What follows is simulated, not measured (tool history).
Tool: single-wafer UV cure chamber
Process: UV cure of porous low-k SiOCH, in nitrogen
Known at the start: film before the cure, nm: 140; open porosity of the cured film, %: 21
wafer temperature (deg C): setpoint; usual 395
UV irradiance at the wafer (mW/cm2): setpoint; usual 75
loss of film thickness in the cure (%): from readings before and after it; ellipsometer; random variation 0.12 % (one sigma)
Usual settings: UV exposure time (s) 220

run	hour	wafer temperature (deg C)	UV exposure time (s)	UV irradiance at the wafer (mW/cm2)	loss of film thickness in the cure (%)
1	0	395	220	66	10.161
2	45	395	220	75	10.779
# hour 213.6: quartz window cleaned
3	311.8	395	220	75	11.476
# hour 378.8: UV bulbs replaced
4	385	395	220	75	11.173
5	488.8	395	220	75	11.014
6	589.9	382	260	75	11.191
7	638.1	395	140	75	8.762
8	729.8	395	185	75	10.113
9	780.4	401	220	98	12.079
10	868.6	410	300	60	11.207
# hour 961.2: quartz window cleaned
11	973	379	220	75	11.203
12	1052.6	395	220	75	11.416
13	1104.9	412	105	109	9.884
14	1149.8	395	220	60	10.209
15	1218.3	395	220	60	10.072

Forecast each of these 3 alternatives for the next run:
A	1218.8	395	220	75	?
B	1218.8	410	285	60	?
C	1218.8	384	150	111	?

run	loss of film thickness in the cure (%)
A	11.112
B	11.543
C	10.953
Without the tool's hidden state the same runs would have given:
run	loss of film thickness in the cure (%)
A	11.463
B	11.898
C	11.303
